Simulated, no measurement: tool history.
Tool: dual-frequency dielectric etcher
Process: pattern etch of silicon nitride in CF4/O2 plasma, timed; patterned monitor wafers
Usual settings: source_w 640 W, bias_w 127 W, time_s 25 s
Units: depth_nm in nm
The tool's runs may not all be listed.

run   hour  source_w  bias_w  time_s  read-back reference wafer on the same gauge, depth_nm  depth_nm
  1    0.0       640     127      27                                                   54.1      62.9
  2   37.4       640     127      27                                                   54.1      62.8
  3  206.9       730     117      25                                                   54.3      61.3
  4  267.1       730     117      25                                                   54.1      60.6
  5  294.4       730     117      25                                                   54.2      61.0
  6  320.7       640     127      25                                                   54.3      56.6
     384.0  -- wet clean of the chamber
  7  384.5       570     127      28                                                   54.2      62.0

Forecast run 8:
  8  396.2       600     127      25                                                      ?         ?

{"run 8": {"read-back reference wafer on the same gauge, depth_nm": 54.4, "depth_nm": 56.8}}
Without the tool's hidden state the same run would have given depth_nm 56.9 nm.

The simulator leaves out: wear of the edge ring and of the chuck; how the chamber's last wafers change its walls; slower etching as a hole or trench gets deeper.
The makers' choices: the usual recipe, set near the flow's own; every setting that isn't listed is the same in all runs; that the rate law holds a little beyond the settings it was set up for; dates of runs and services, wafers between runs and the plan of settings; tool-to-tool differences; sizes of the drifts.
